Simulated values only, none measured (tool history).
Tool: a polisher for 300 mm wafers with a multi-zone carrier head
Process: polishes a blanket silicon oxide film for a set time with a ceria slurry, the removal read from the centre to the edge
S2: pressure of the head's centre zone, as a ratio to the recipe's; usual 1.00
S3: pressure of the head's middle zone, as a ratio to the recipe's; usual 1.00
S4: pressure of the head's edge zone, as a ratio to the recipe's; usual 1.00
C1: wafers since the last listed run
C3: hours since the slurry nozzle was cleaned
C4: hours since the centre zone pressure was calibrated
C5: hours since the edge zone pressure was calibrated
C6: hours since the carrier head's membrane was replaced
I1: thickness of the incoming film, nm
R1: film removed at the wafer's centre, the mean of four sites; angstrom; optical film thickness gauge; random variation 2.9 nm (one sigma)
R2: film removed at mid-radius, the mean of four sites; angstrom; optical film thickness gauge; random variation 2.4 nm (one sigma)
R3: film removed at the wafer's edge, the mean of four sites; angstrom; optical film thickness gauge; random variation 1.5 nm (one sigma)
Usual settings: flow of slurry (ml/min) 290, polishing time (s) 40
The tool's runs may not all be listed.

run 1 hour=0.0 | flow_of_slurry_(ml/min)=290 S2=1.00 S3=1.00 S4=1.00 polishing_time_(s)=40 | C1=0 wafers_polished_on_this_pad=1519 C3=167.4 C4=1210.3 C5=83.4 C6=752.5 | I1=1574.6 | R1=1935 R2=1857 R3=1825
run 2 hour=59.1 | flow_of_slurry_(ml/min)=290 S2=1.00 S3=1.00 S4=1.00 polishing_time_(s)=40 | C1=376 wafers_polished_on_this_pad=1896 C3=226.5 C4=1269.4 C5=142.5 C6=811.6 | I1=1570.4 | R1=1848 R2=1786 R3=1785
-- hour=103.3 worn pad replaced by a new one
run 3 hour=116.0 | flow_of_slurry_(ml/min)=290 S2=1.00 S3=1.00 S4=1.00 polishing_time_(s)=40 | C1=337 wafers_polished_on_this_pad=81 C3=283.4 C4=1326.3 C5=199.4 C6=868.5 | I1=1569.2 | R1=2017 R2=1969 R3=1948
-- hour=135.3 centre zone pressure recalibrated
run 4 hour=166.9 | flow_of_slurry_(ml/min)=290 S2=1.00 S3=1.00 S4=1.00 polishing_time_(s)=40 | C1=311 wafers_polished_on_this_pad=392 C3=334.3 C4=31.6 C5=250.3 C6=919.4 | I1=1593.7 | R1=1982 R2=1961 R3=1952
run 5 hour=207.6 | flow_of_slurry_(ml/min)=290 S2=1.00 S3=1.00 S4=1.00 polishing_time_(s)=40 | C1=259 wafers_polished_on_this_pad=652 C3=375.0 C4=72.3 C5=291.0 C6=960.1 | I1=1566.1 | R1=2002 R2=1917 R3=1942
run 6 hour=257.5 | flow_of_slurry_(ml/min)=365 S2=0.95 S3=1.00 S4=0.95 polishing_time_(s)=34 | C1=318 wafers_polished_on_this_pad=970 C3=424.9 C4=122.2 C5=340.9 C6=1010.0 | I1=1571.3 | R1=1662 R2=1677 R3=1584
-- hour=265.1 slurry nozzle cleaned
run 7 hour=323.9 | flow_of_slurry_(ml/min)=290 S2=1.00 S3=1.00 S4=1.00 polishing_time_(s)=40 | C1=416 wafers_polished_on_this_pad=1387 C3=58.8 C4=188.6 C5=407.3 C6=1076.4 | I1=1562.4 | R1=1891 R2=1895 R3=1854
-- hour=370.0 carrier head's membrane replaced by a new one
-- hour=374.0 edge zone pressure recalibrated
run 8 hour=385.8 | flow_of_slurry_(ml/min)=220 S2=0.90 S3=1.08 S4=1.07 polishing_time_(s)=40 | C1=350 wafers_polished_on_this_pad=1737 C3=120.7 C4=250.5 C5=11.8 C6=15.8 | I1=1544.2 | R1=1643 R2=1863 R3=1860
run 9 hour=452.2 | flow_of_slurry_(ml/min)=290 S2=1.00 S3=1.00 S4=1.00 polishing_time_(s)=40 | C1=423 wafers_polished_on_this_pad=2161 C3=187.1 C4=316.9 C5=78.2 C6=82.2 | I1=1587.0 | R1=1795 R2=1749 R3=1788
run 10 hour=493.8 | flow_of_slurry_(ml/min)=290 S2=1.00 S3=1.00 S4=1.00 polishing_time_(s)=40 | C1=265 wafers_polished_on_this_pad=2426 C3=228.7 C4=358.5 C5=119.8 C6=123.8 | I1=1594.0 | R1=1733 R2=1671 R3=1711
-- hour=504.4 worn pad replaced by a new one
run 11 hour=522.9 | flow_of_slurry_(ml/min)=290 S2=1.10 S3=1.00 S4=0.90 polishing_time_(s)=50 | C1=160 wafers_polished_on_this_pad=117 C3=257.8 C4=387.6 C5=148.9 C6=152.9 | I1=1585.3 | R1=2627 R2=2407 R3=2292

Run 12 comes next. What will it give?
run 12 hour=554.5 | flow_of_slurry_(ml/min)=250 S2=1.00 S3=1.09 S4=0.93 polishing_time_(s)=40 | C1=201 wafers_polished_on_this_pad=319 C3=289.4 C4=419.2 C5=180.5 C6=184.5 | I1=1595.9 | R1=? R2=? R3=?

R1: 1995 angstrom
R2: 2057 angstrom
R3: 1844 angstrom
Without the tool's hidden state the same run would have given R1 2016 angstrom, R2 2078 angstrom, R3 1863 angstrom.
